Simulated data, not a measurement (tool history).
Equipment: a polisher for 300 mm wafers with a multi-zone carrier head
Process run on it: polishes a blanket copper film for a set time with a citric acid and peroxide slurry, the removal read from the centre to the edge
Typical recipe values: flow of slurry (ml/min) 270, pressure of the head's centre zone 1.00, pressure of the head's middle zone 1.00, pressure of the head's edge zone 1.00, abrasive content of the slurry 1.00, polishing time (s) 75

run   hour  flow of slurry (ml/min)  pressure of the head's centre zone  pressure of the head's middle zone  pressure of the head's edge zone  abrasive content of the slurry  polishing time (s)  incoming thickness of the incoming film, nm  film removed at the wafer's centre (angstrom)  film removed at mid-radius (angstrom)  film removed at the wafer's edge (angstrom)
  1    0.0                      270                                1.00                                1.00                              1.00                            1.00                  75                                       1132.9                                           1497                                   1460                                         1431
  2   15.2                      270                                1.05                                1.00                              1.00                            1.00                  75                                       1114.3                                           1520                                   1432                                         1362
  3   34.0                      270                                1.05                                1.00                              1.00                            1.00                  75                                       1144.3                                           1477                                   1409                                         1389
      39.2  -- worn pad replaced by a new one
  4   62.2                      270                                1.00                                1.00                              1.00                            1.10                  75                                       1137.7                                           1550                                   1562                                         1528
  5   83.1                      270                                1.00                                1.00                              1.00                            1.10                  75                                       1118.0                                           1538                                   1595                                         1524
  6  103.5                      270                                1.00                                1.00                              0.93                            1.00                  75                                       1130.6                                           1494                                   1498                                         1404
     110.9  -- slurry nozzle cleaned
     190.1  -- worn pad replaced by a new one
  7  204.3                      270                                1.00                                1.00                              0.93                            1.00                  75                                       1130.1                                           1585                                   1547                                         1466
  8  216.7                      270                                1.00                                1.00                              0.93                            1.00                  75                                       1127.4                                           1539                                   1557                                         1480
  9  247.1                      270                                1.00                                1.00                              1.00                            1.00                  75                                       1131.4                                           1524                                   1533                                         1487
 10  263.1                      270                                1.00                                1.00                              1.00                            1.00                  75                                       1117.6                                           1486                                   1507                                         1483
     272.7  -- centre zone pressure recalibrated
     285.9  -- edge zone pressure recalibrated
 11  290.3                      270                                1.00                                1.00                              0.91                            1.00                  75                                       1129.8                                           1474                                   1494                                         1393
     315.4  -- worn pad replaced by a new one
 12  315.9                      270                                1.00                                1.00                              1.00                            1.00                  75                                       1106.4                                           1497                                   1520                                         1513
 13  326.4                      270                                1.05                                1.00                              1.00                            1.00                  75                                       1108.5                                           1610                                   1537                                         1489
 14  354.0                      270                                1.00                                1.00                              1.00                            1.00                  75                                       1149.6                                           1559                                   1538                                         1496
 15  389.0                      270                                1.00                                1.00                              1.00                            1.00                  75                                       1129.8                                           1469                                   1485                                         1430
     408.2  -- carrier head's membrane replaced by a new one
 16  410.8                      245                                1.00                                1.08                              1.00                            1.00                  75                                       1142.2                                           1450                                   1529                                         1396
     438.6  -- worn pad replaced by a new one
 17  445.6                      270                                1.00                                1.00                              1.00                            1.00                  75                                       1142.5                                           1520                                   1555                                         1514
 18  470.0                      270                                1.00                                1.00                              1.07                            1.00                  75                                       1127.1                                           1547                                   1559                                         1574
 19  504.9                      270                                1.00                                0.90                              1.00                            1.00                  98                                       1124.6                                           1999                                   1812                                         1912
 20  517.2                      270                                1.00                                0.97                              0.97                            1.00                  75                                       1152.1                                           1493                                   1446                                         1451
 21  532.5                      270                                0.96                                1.00                              0.95                            1.15                  75                                       1131.3                                           1446                                   1551                                         1466
 22  554.8                      205                                0.94                                1.00                              1.00                            1.25                  75                                       1123.9                                           1363                                   1474                                         1432

The tool's hidden state at each run:
slurry flow missing at the pad, %: 0 at every run
deviation of the centre zone's pressure from its setpoint, %: 0 at every run
deviation of the edge zone's pressure from its setpoint, %: 0 at every run
H1: removal rate lost through wear of the pad, %
run      H1
  1    5.84
  2    7.33
  3    9.52
  4    1.39
  5    2.14
  6    3.33
  7   0.169
  8   0.442
  9    1.81
 10    2.93
 11    5.47
 12    1.05
 13    1.12
 14    1.86
 15    3.97
 16    5.96
 17  0.0579
 18   0.562
 19     2.4
 20    3.36
 21    4.78
 22     7.3
